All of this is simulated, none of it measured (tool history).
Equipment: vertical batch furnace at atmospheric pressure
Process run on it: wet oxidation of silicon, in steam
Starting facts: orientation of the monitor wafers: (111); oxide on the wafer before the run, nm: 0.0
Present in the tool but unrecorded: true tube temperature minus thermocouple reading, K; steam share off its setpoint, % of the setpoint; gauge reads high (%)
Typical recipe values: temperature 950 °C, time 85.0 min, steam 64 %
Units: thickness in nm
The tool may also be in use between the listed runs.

| run | hour | temperature | time | steam | wafers since the last listed run | hours since the last temperature calibration | hours since the steam generator was serviced | hours since the gauge calibration | read-back reference wafer on the same gauge, thickness | thickness |
|---|---|---|---|---|---|---|---|---|---|---|
| 1 | 0.0 | 945 | 85.0 | 64 | 0 | 3970.4 | 1486.1 | 41.4 | 338.93 | 312.09 |
| 2 | 26.0 | 950 | 85.0 | 64 | 370 | 3996.4 | 1512.1 | 67.4 | 339.11 | 323.35 |
| 3 | 89.7 | 950 | 85.0 | 64 | 908 | 4060.1 | 1575.8 | 131.1 | 338.96 | 323.17 |
| 4 | 126.1 | 950 | 85.0 | 64 | 519 | 4096.5 | 1612.2 | 167.5 | 339.14 | 321.28 |
| 5 | 183.0 | 950 | 85.0 | 64 | 811 | 4153.4 | 1669.1 | 224.4 | 339.07 | 319.82 |
| 6 | 208.8 | 950 | 85.0 | 64 | 367 | 4179.2 | 1694.9 | 250.2 | 339.21 | 319.30 |
| 7 | 294.0 | 950 | 85.0 | 64 | 1214 | 4264.4 | 1780.1 | 335.4 | 338.35 | 317.49 |
| 8 | 326.6 | 950 | 85.0 | 64 | 464 | 4297.0 | 1812.7 | 368.0 | 338.73 | 318.52 |
| 9 | 360.6 | 950 | 85.0 | 64 | 484 | 4331.0 | 1846.7 | 402.0 | 338.87 | 314.48 |
| 10 | 414.4 | 950 | 85.0 | 64 | 767 | 4384.8 | 1900.5 | 455.8 | 338.78 | 317.12 |
| 11 | 442.9 | 950 | 85.0 | 68 | 406 | 4413.3 | 1929.0 | 484.3 | 338.96 | 328.75 |
|  | 495.7 | steam generator serviced |
| 12 | 514.6 | 950 | 85.0 | 64 | 680 | 4485.0 | 18.9 | 556.0 | 339.12 | 338.50 |
| 13 | 541.0 | 950 | 85.0 | 68 | 376 | 4511.4 | 45.3 | 582.4 | 339.19 | 354.28 |
| 14 | 591.1 | 950 | 59.5 | 64 | 714 | 4561.5 | 95.4 | 632.5 | 338.89 | 261.87 |
|  | 607.6 | gauge calibrated |
| 15 | 656.1 | 950 | 85.0 | 64 | 926 | 4626.5 | 160.4 | 48.5 | 338.96 | 339.51 |
|  | 696.2 | thermocouples replaced and temperature profile calibrated |
| 16 | 696.7 | 950 | 85.0 | 64 | 236 | 0.5 | 201.0 | 89.1 | 338.69 | 339.76 |
| 17 | 735.9 | 938 | 85.0 | 64 | 558 | 39.7 | 240.2 | 128.3 | 339.42 | 308.72 |
| 18 | 777.1 | 950 | 85.0 | 64 | 587 | 80.9 | 281.4 | 169.5 | 339.18 | 339.40 |
| 19 | 846.1 | 963 | 102.0 | 61 | 983 | 149.9 | 350.4 | 238.5 | 338.54 | 409.30 |
| 20 | 909.2 | 950 | 109.5 | 64 | 899 | 213.0 | 413.5 | 301.6 | 339.30 | 403.39 |
| 21 | 936.8 | 950 | 100.0 | 64 | 393 | 240.6 | 441.1 | 329.2 | 338.91 | 376.71 |
| 22 | 985.4 | 938 | 45.5 | 64 | 693 | 289.2 | 489.7 | 377.8 | 339.31 | 191.41 |
| 23 | 1047.2 | 935 | 67.5 | 75 | 881 | 351.0 | 551.5 | 439.6 | 339.24 | 284.87 |

How would selected steps in thickness from run to run divide? Give the signed amount a tool lacking its hidden state would still show from settings, what came in and random variation, and the signed amount left for the hidden state, including any gauge scatter that is not in both of the compared results.
Run 6 -> 7: settings left as they were, no log entry in between. thickness -1.81 nm: hidden state -1.86, all else +0.05.
Run 11 -> 12: steam 68 -> 64, steam generator serviced. thickness +9.75 nm: hidden state +25.59, all else -15.84.
Run 21 -> 22: temperature 950 -> 938, time 100.0 -> 45.5. thickness -185.30 nm: hidden state +0.70, all else -186.00.
Run 22 -> 23: temperature 938 -> 935, time 45.5 -> 67.5, steam 64 -> 75. thickness +93.46 nm: hidden state -0.91, all else +94.37.

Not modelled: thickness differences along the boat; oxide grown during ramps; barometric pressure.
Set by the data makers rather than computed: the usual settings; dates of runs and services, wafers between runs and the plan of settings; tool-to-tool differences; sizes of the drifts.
